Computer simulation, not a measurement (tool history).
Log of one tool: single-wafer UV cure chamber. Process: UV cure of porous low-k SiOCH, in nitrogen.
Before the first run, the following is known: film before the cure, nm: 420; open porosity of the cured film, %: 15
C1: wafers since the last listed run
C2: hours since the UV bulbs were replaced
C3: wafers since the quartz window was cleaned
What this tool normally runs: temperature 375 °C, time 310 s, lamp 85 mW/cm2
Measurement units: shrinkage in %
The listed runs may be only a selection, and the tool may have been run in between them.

Run 1, day 0.000: usual settings; C1 0; C2 1183.2; C3 1444. Result: shrinkage 9.905 %.
Run 2, day 2.054: usual settings; C1 382; C2 1232.5; C3 1826. Result: shrinkage 9.687 %.
Run 3, day 4.692: usual settings; C1 491; C2 1295.8; C3 2317. Result: shrinkage 9.643 %.
At day 9.129: quartz window cleaned.
Run 4, day 10.283: usual settings; C1 979; C2 1430.0; C3 214. Result: shrinkage 9.953 %.
Run 5, day 12.658: usual settings; C1 442; C2 1487.0; C3 657. Result: shrinkage 9.996 %.
Run 6, day 14.533: usual settings; C1 349; C2 1532.0; C3 1006. Result: shrinkage 10.023 %.
Run 7, day 16.196: usual settings; C1 309; C2 1571.9; C3 1316. Result: shrinkage 9.707 %.
Run 8, day 18.225: usual settings; C1 377; C2 1620.6; C3 1694. Result: shrinkage 9.729 %.
Run 9, day 20.308: usual settings; C1 388; C2 1670.6; C3 2082. Result: shrinkage 9.785 %.
Run 10, day 22.271: usual settings; C1 365; C2 1717.7; C3 2447. Result: shrinkage 9.376 %.
Run 11, day 25.300: usual settings but time 180 s; C1 564; C2 1790.4; C3 3011. Result: shrinkage 7.189 %.
Run 12, day 27.129: usual settings but time 180 s; C1 340; C2 1834.3; C3 3352. Result: shrinkage 7.088 %.
At day 28.225: quartz window cleaned.
Run 13, day 28.842: usual settings but time 180 s; C1 256; C2 1875.4; C3 115. Result: shrinkage 7.808 %.
At day 30.100: UV bulbs replaced.
Run 14, day 31.821: usual settings; C1 492; C2 41.3; C3 607. Result: shrinkage 9.894 %.
Run 15, day 33.700: usual settings; C1 350; C2 86.4; C3 957. Result: shrinkage 9.979 %.
Run 16, day 34.917: usual settings; C1 226; C2 115.6; C3 1184. Result: shrinkage 9.780 %.
Run 17, day 37.096: usual settings; C1 405; C2 167.9; C3 1590. Result: shrinkage 9.975 %.
Run 18, day 39.788: usual settings; C1 501; C2 232.5; C3 2091. Result: shrinkage 9.753 %.
Run 19, day 42.512: usual settings; C1 507; C2 297.9; C3 2599. Result: shrinkage 9.581 %.
Run 20, day 43.771: usual settings but temperature 384 °C, time 405 s, lamp 118 mW/cm2; C1 234; C2 328.1; C3 2833. Result: shrinkage 11.903 %.
At day 44.796: quartz window cleaned.
Run 21, day 45.371: usual settings but temperature 385 °C, time 375 s, lamp 54 mW/cm2; C1 235; C2 366.5; C3 106. Result: shrinkage 9.128 %.
Run 22, day 48.050: usual settings but time 175 s, lamp 58 mW/cm2; C1 499; C2 430.8; C3 605. Result: shrinkage 6.322 %.
Run 23, day 50.238: usual settings; C1 407; C2 483.3; C3 1013. Result: shrinkage 9.926 %.
Run 24, day 51.471: usual settings but temperature 357 °C, time 200 s; C1 229; C2 512.9; C3 1243. Result: shrinkage 7.855 %.
Run 25, day 52.725: usual settings but lamp 75 mW/cm2; C1 233; C2 543.0; C3 1476. Result: shrinkage 9.373 %.
Run 26, day 55.188: usual settings but temperature 385 °C, time 430 s, lamp 123 mW/cm2; C1 458; C2 602.1; C3 1935. Result: shrinkage 12.918 %.
Run 27, day 56.392: usual settings but temperature 357 °C, time 375 s; C1 224; C2 631.0; C3 2159. Result: shrinkage 9.942 %.
Run 28, day 61.938: usual settings but temperature 359 °C, time 425 s, lamp 56 mW/cm2; C1 1033; C2 764.1; C3 3192. Result: shrinkage 8.485 %.
At day 64.767: quartz window cleaned.
Run 29, day 64.788: usual settings but temperature 367 °C, time 245 s, lamp 51 mW/cm2; C1 468; C2 832.5; C3 3. Result: shrinkage 6.919 %.
Run 30, day 66.046: usual settings; C1 234; C2 862.7; C3 238. Result: shrinkage 9.941 %.
Run 31, day 68.892: usual settings; C1 530; C2 931.0; C3 768. Result: shrinkage 10.045 %.
Run 32, day 71.888: usual settings but lamp 101 mW/cm2; C1 558; C2 1002.9; C3 1326. Result: shrinkage 10.619 %.
Run 33, day 73.021: usual settings; C1 211; C2 1030.1; C3 1537. Result: shrinkage 9.836 %.
Run 34, day 74.325: usual settings but temperature 380 °C, time 495 s, lamp 62 mW/cm2; C1 242; C2 1061.4; C3 1780. Result: shrinkage 10.601 %.
Run 35, day 76.321: usual settings but lamp 102 mW/cm2; C1 371; C2 1109.3; C3 2152. Result: shrinkage 10.566 %.
Run 36, day 77.575: usual settings but temperature 385 °C, lamp 56 mW/cm2; C1 233; C2 1139.4; C3 2385. Result: shrinkage 7.970 %.
Run 37, day 80.575: usual settings but lamp 102 mW/cm2; C1 558; C2 1211.4; C3 2944. Result: shrinkage 10.258 %.
Run 38, day 82.658: usual settings but temperature 387 °C, time 210 s, lamp 59 mW/cm2; C1 388; C2 1261.4; C3 3332. Result: shrinkage 6.398 %.
Run 39, day 84.508: usual settings; C1 344; C2 1305.8; C3 3677. Result: shrinkage 9.087 %.

Some steps in shrinkage, run to run, broken into two amounts with sign: the step expected even without the hidden condition (settings, incoming material, random variation), and the rest, left for the hidden condition together with whatever gauge scatter is not in both the measured and the hidden-condition-free result:
Hidden state present: lamp output below its setpoint, %; transmission lost against a clean window, %.
Run 12 -> 13: quartz window cleaned. shrinkage +0.720 %: hidden state +0.964, all else -0.244.
Run 20 -> 21: temperature 384 -> 385, time 405 -> 375, lamp 118 -> 54, quartz window cleaned. shrinkage -2.775 %: hidden state +0.700, all else -3.475.
Run 22 -> 23: time 175 -> 310, lamp 58 -> 85. shrinkage +3.604 %: hidden state -0.060, all else +3.664.
Run 25 -> 26: temperature 375 -> 385, time 310 -> 430, lamp 75 -> 123. shrinkage +3.545 %: hidden state -0.146, all else +3.691.
Run 28 -> 29: temperature 359 -> 367, time 425 -> 245, lamp 56 -> 51, quartz window cleaned. shrinkage -1.566 %: hidden state +0.745, all else -2.311.
Run 37 -> 38: temperature 375 -> 387, time 310 -> 210, lamp 102 -> 59. shrinkage -3.860 %: hidden state -0.075, all else -3.785.

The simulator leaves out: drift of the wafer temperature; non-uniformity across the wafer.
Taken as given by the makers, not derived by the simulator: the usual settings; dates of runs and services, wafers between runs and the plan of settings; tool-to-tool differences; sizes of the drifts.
